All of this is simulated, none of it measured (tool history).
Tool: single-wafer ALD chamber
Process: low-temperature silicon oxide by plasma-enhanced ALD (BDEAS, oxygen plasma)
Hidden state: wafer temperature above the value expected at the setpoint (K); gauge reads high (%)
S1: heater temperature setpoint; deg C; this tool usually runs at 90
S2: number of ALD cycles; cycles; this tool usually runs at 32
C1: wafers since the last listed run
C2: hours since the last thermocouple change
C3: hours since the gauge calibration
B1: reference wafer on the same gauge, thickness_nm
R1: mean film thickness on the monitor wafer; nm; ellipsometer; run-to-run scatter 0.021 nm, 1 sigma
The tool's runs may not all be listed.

run    hour   S1  S2    C1      C2      C3     B1     R1
  1       0   90  32     0  1579.8     787  3.514  4.262
  2    55.9   90  32   457  1635.7   842.9  3.517  4.248
  3   135.3   90  32   649  1715.1   922.3  3.522  4.223
  4   180.9   94  32   373  1760.7   967.9  3.521  4.178
  5   247.4   94  32   544  1827.2  1034.4  3.521  4.181
  6   297.7   94  32   411  1877.5  1084.7  3.521  4.153
  7   353.4   90  32   455  1933.2  1140.4  3.521  4.257
  8   403.7   90  32   411  1983.5  1190.7  3.517  4.254
  9   478.2   90  32   609    2058  1265.2   3.52  4.217
 10     540   90  30   505  2119.8    1327  3.521  3.995
 11   581.3   90  30   337  2161.1  1368.3  3.515  3.996
 12     633   90  30   423  2212.8    1420  3.521  3.984
 13   728.5   78  32   781  2308.3  1515.5  3.519  4.415
 14   877.1   78  32  1215  2456.9  1664.1  3.518  4.471
 15   965.3   78  32   721  2545.1  1752.3  3.521  4.452
     1042.2  -- thermocouple changed; heater temperature recalibrated
 16  1043.8   90  32   576     1.6  1830.8  3.519  4.233
 17  1096.7   78  37   432    54.5  1883.7  3.517   5.12
 18  1188.5   90  32   751   146.3  1975.5  3.524  4.246
 19  1264.9   78  32   625   222.7  2051.9  3.519   4.47
 20    1312   90  32   385   269.8    2099  3.525  4.233
 21    1372   77  36   490   329.8    2159  3.521  5.041
 22  1413.7   90  32   341   371.5  2200.7  3.522  4.251
 23  1488.8   90  38   614   446.6  2275.8  3.519  5.066
     1597.3  -- gauge calibrated
 24  1719.4  101  35  1886   677.2   122.1  3.525  4.456
 25  1814.9   94  36   781   772.7   217.6  3.522  4.698
 26  1911.1   90  32   787   868.9   313.8  3.517  4.271
 27  1975.1   82  38   523   932.9   377.8   3.52    5.2
 28    2065   75  26   735  1022.8   467.7  3.523  3.671
 29  2147.9   90  32   678  1105.7   550.6  3.515  4.211
 30  2230.9   85  34   679  1188.7   633.6   3.52  4.593
 31  2294.1   99  32   517  1251.9   696.8   3.52    4.1
 32    2354  101  27   490  1311.8   756.7  3.521  3.424

Alternative continuations, all from the tool just after run 32; predict every row:
  A  2354.5   90  32   4  1312.3  757.2   ?   ?
  B  2354.5  102  37   4  1312.3  757.2   ?   ?
  C  2354.5   95  36   4  1312.3  757.2   ?   ?
  D  2354.5   81  28   4  1312.3  757.2   ?   ?

run     B1     R1
  A  3.516  4.251
  B  3.516  4.713
  C  3.516  4.688
  D  3.516  3.853
Without the tool's hidden state the same runs would have given:
run     R1
  A  4.251
  B  4.713
  C  4.688
  D  3.853
